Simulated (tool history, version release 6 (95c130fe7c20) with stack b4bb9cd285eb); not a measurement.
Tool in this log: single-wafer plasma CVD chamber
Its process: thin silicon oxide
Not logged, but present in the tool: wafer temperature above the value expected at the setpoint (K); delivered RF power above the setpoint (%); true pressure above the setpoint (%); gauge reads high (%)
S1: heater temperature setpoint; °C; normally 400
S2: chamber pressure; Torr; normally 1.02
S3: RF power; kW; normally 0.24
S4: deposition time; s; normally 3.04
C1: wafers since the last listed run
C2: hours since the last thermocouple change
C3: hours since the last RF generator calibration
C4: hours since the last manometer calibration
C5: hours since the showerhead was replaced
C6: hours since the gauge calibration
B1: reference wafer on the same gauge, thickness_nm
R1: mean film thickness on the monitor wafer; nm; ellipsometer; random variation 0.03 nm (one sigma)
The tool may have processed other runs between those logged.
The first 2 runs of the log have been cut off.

run,hour,S1,S2,S3,S4,C1,C2,C3,C4,C5,C6,B1,R1
3,26.3,395,1.02,0.24,3.04,563,1502,1699.4,911.9,3771.2,248.8,5.377,6.021
4,41,395,1.02,0.24,3.04,545,1516.7,1714.1,926.6,3785.9,263.5,5.381,5.991
5,88.9,400,1.02,0.24,3.04,1776,1564.6,1762,974.5,3833.8,311.4,5.377,6.009
6,98.5,400,1.02,0.24,3.04,356,1574.2,1771.6,984.1,3843.4,321,5.373,6.019
7,107.2,400,1.02,0.24,3.04,322,1582.9,1780.3,992.8,3852.1,329.7,5.387,5.963
8,122,400,1.02,0.24,3.04,549,1597.7,1795.1,1007.6,3866.9,344.5,5.385,6.057
# hour 137: RF generator calibrated
9,162.6,400,1.02,0.24,3.04,1209,1638.3,25.6,1048.2,3907.5,385.1,5.374,5.972
10,169,400,1.02,0.24,3.04,237,1644.7,32,1054.6,3913.9,391.5,5.376,6.006
# hour 178: capacitance manometer re-zeroed and calibrated
11,178.5,400,0.88,0.275,3.04,55,1654.2,41.5,0.5,3923.4,401,5.378,5.276
12,194.5,400,1.02,0.24,3.04,593,1670.2,57.5,16.5,3939.4,417,5.385,5.662
13,207.8,400,1.02,0.24,3.04,493,1683.5,70.8,29.8,3952.7,430.3,5.374,5.671
14,220.4,400,1.02,0.28,2.85,467,1696.1,83.4,42.4,3965.3,442.9,5.386,5.672
15,228.2,411,1.09,0.24,3.04,289,1703.9,91.2,50.2,3973.1,450.7,5.374,5.943
16,237.2,400,1.02,0.24,3.04,333,1712.9,100.2,59.2,3982.1,459.7,5.388,5.634
17,246.8,404,1.02,0.24,3.04,356,1722.5,109.8,68.8,3991.7,469.3,5.38,5.679
# hour 247: gauge calibrated
# hour 270.5: thermocouple changed; heater temperature recalibrated
18,271,400,1.02,0.24,3.04,600,0.5,134,93,4015.9,24,5.373,5.653
19,279.2,387,0.88,0.27,3.56,304,8.7,142.2,101.2,4024.1,32.2,5.383,6.181
20,286.8,395,1.02,0.24,3.04,281,16.3,149.8,108.8,4031.7,39.8,5.377,5.682
# hour 302.1: showerhead replaced
21,302.6,405,1.02,0.24,3.04,289,32.1,165.6,124.6,0.5,55.6,5.384,5.698
22,309.1,411,1.02,0.265,3.04,241,38.6,172.1,131.1,7,62.1,5.382,5.929

What does the tool deliver on the next run?
23,325.8,387,1.02,0.285,3.04,619,55.3,188.8,147.8,23.7,78.8,?,?

{"run 23": {"B1": 5.383, "R1": 6.231}}
Without the tool's hidden state the same run would have given R1 6.225 nm.
